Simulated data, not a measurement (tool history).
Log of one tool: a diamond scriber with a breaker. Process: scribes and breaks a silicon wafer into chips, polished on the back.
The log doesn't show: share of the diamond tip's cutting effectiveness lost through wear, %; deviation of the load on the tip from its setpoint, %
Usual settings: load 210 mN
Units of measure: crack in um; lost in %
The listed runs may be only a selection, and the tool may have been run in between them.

run	day	load	wafers since the last listed run	hours since the diamond tip was replaced	hours since the load on the tip was calibrated	incoming depth of the damage left on the back of the incoming wafer, um	crack	lost
1	0	233	0	482.6	152.8	0.04	8.65	0.57
2	4.121	233	203	581.5	251.7	0.03	8.4	0.79
3	8.508	210	216	686.8	357	0.01	7.66	3.55
4	11.65	210	155	762.2	432.4	0.04	7.4	4.62
5	13.546	210	93	807.7	477.9	0.02	7.41	5.39
6	15.158	210	79	846.4	516.6	0.05	7.27	5.83
7	18.275	210	154	921.2	591.4	0.05	7.11	7.35
8	22.721	246	219	1027.9	698.1	0.05	7.75	2.26
9	26.25	246	174	1112.6	782.8	0.04	7.5	3.22
# day 28.367: diamond tip replaced by a new one
10	29.275	246	145	21.8	855.4	0.02	8.51	0.61
# day 32.279: load on the tip recalibrated
11	32.8	250	170	106.4	12.5	0.02	9.91	3
12	34.908	250	104	157	63.1	0.03	9.96	2.01
13	37.008	250	103	207.4	113.5	0.04	9.66	1.76
14	39.879	210	141	276.3	182.4	0.04	8.33	1.15
15	43.654	178	186	366.9	273	0.02	7	7.54
16	46.708	152	151	440.2	346.3	0.02	6.02	18.23
17	48.425	193	84	481.4	387.5	0.02	7.35	5.34
18	52.542	187	203	580.2	486.3	0.03	6.89	8.04
19	56.325	250	187	671	577.1	0.03	8.45	0.59
20	59.612	210	162	749.9	656	0.05	7.43	4.18
21	63.971	210	215	854.5	760.6	0.02	7.13	6.05
22	66.575	183	128	917	823.1	0.02	6.19	13.66
# day 67.329: load on the tip recalibrated
23	70.754	210	202	1017.3	82.2	0.04	7.48	3.98
24	73.588	190	140	1085.3	150.2	0.02	6.66	10.47
# day 74.858: diamond tip replaced by a new one
25	77.029	260	166	52.1	232.8	0.04	9.76	1.7
26	79.033	244	99	100.2	280.9	0.02	9.17	0.63
27	80.908	253	92	145.2	325.9	0.05	9.32	0.84
28	82.675	210	87	187.6	368.3	0.03	7.92	2.17
29	84.804	210	105	238.7	419.4	0.03	7.93	2.63

Describe how what the log doesn't record of the tool's condition differs between the last listed run preceding each entry between runs and the first listed run following it.
Between runs 9 and 10: diamond tip replaced by a new one (day 28.367)
  share of the diamond tip's cutting effectiveness lost through wear, %: 19 -> 2.94; deviation of the load on the tip from its setpoint, %: -14.7 -> -15
  measured value less the no-hidden-state value, crack: -2.39 -> -1.46 um; lost: +0.58 -> -2.08 %
Between runs 10 and 11: load on the tip recalibrated (day 32.279)
  share of the diamond tip's cutting effectiveness lost through wear, %: 2.94 -> 3.08; deviation of the load on the tip from its setpoint, %: -15 -> 0.722
  measured value less the no-hidden-state value, crack: -1.46 -> -0.15 um; lost: -2.08 -> -0.6 %
Between runs 22 and 23: load on the tip recalibrated (day 67.329)
  share of the diamond tip's cutting effectiveness lost through wear, %: 14.4 -> 17.1; deviation of the load on the tip from its setpoint, %: -12.3 -> -4.05
  measured value less the no-hidden-state value, crack: -1.49 -> -1.29 um; lost: +11.43 -> +3.45 %
Between runs 24 and 25: diamond tip replaced by a new one (day 74.858)
  share of the diamond tip's cutting effectiveness lost through wear, %: 19 -> 1.75; deviation of the load on the tip from its setpoint, %: -6.2 -> -8.28
  measured value less the no-hidden-state value, crack: -1.43 -> -0.86 um; lost: +9 -> -3.16 %
